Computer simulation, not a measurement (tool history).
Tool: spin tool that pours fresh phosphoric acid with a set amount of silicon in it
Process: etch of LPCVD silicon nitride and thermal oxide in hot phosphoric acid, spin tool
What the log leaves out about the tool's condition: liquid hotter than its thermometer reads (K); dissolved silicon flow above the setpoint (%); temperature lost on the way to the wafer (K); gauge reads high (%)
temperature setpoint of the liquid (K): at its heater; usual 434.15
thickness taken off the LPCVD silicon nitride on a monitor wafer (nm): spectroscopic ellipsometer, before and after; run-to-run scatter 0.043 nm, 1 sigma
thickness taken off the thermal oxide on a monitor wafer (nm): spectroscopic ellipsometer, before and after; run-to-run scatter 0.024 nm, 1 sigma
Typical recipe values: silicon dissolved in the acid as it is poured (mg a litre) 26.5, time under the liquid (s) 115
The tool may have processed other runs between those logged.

run   hour  temperature setpoint of the liquid (K)  silicon dissolved in the acid as it is poured (mg a litre)  time under the liquid (s)  wafers since the last listed run  hours since the thermometer was replaced  hours since the dissolved silicon flow meter was replaced  hours since the heated supply line was repaired  hours since the gauge calibration  read-back film thickness of the LPCVD silicon nitride reference wafer, read on the same gauge (nm)  read-back film thickness of the thermal oxide reference wafer, read on the same gauge (nm)  thickness taken off the LPCVD silicon nitride on a monitor wafer (nm)  thickness taken off the thermal oxide on a monitor wafer (nm)
  1      0                                  434.15                                                          39                        115                                 0                                     485.8                                                      145.7                                           1622.4                              401.7                                                                                                 140                                                                                      30.016                                                                  10.57                                                          0.079
  2   65.4                                  434.15                                                          39                        115                               476                                     551.2                                                      211.1                                           1687.8                              467.1                                                                                                 140                                                                                      29.967                                                                  10.55                                                          0.099
  3  101.9                                  434.15                                                        26.5                        115                               265                                     587.7                                                      247.6                                           1724.3                              503.6                                                                                              139.98                                                                                      30.007                                                                  10.53                                                           0.21
  4  171.8                                  434.15                                                        26.5                        155                               509                                     657.6                                                      317.5                                           1794.2                              573.5                                                                                                 140                                                                                      29.987                                                                  14.24                                                          0.201
  5  224.8                                  434.15                                                        26.5                        155                               385                                     710.6                                                      370.5                                           1847.2                              626.5                                                                                              139.98                                                                                      30.006                                                                  14.22                                                           0.18
  6  276.4                                  434.15                                                        26.5                        155                               375                                     762.2                                                      422.1                                           1898.8                              678.1                                                                                                 140                                                                                      30.007                                                                  14.41                                                          0.272
  7  321.5                                  433.15                                                        26.5                        115                               328                                     807.3                                                      467.2                                           1943.9                              723.2                                                                                              139.98                                                                                      29.987                                                                   10.3                                                          0.154
  8  363.4                                  435.65                                                        26.5                        115                               305                                     849.2                                                      509.1                                           1985.8                              765.1                                                                                              140.03                                                                                      29.981                                                                  11.27                                                          0.237
  9  404.7                                  435.65                                                        26.5                        115                               300                                     890.5                                                      550.4                                           2027.1                              806.4                                                                                              140.03                                                                                      30.015                                                                   11.3                                                          0.191
 10  464.1                                  435.65                                                        26.5                        115                               432                                     949.9                                                      609.8                                           2086.5                              865.8                                                                                              140.04                                                                                      30.012                                                                  11.27                                                          0.214
 11  507.5                                  437.15                                                        26.5                        180                               316                                     993.3                                                      653.2                                           2129.9                              909.2                                                                                              140.01                                                                                      29.984                                                                   18.4                                                          0.339
 12    540                                  431.65                                                        26.5                         80                               236                                    1025.8                                                      685.7                                           2162.4                              941.7                                                                                              139.94                                                                                      29.998                                                                   6.93                                                          0.096
     564.5  -- gauge calibrated
 13  608.5                                  432.65                                                          45                        115                               498                                    1094.3                                                      754.2                                           2230.9                                 44                                                                                              139.96                                                                                      30.019                                                                  10.32                                                          0.063

Run 14 comes next. What will it give?
 14  670.9                                  432.15                                                          47                         65                               454                                    1156.7                                                      816.6                                           2293.3                              106.4                                                                                                   ?                                                                                           ?                                                                      ?                                                              ?

Run 14 came out at read-back film thickness of the LPCVD silicon nitride reference wafer, read on the same gauge (nm) 140.01, read-back film thickness of the thermal oxide reference wafer, read on the same gauge (nm) 30, thickness taken off the LPCVD silicon nitride on a monitor wafer (nm) 5.77, thickness taken off the thermal oxide on a monitor wafer (nm) 0.032.
If the tool had no hidden condition, the same run with the same run-to-run variation would have returned thickness taken off the LPCVD silicon nitride on a monitor wafer (nm) 5.46, thickness taken off the thermal oxide on a monitor wafer (nm) 0.028.
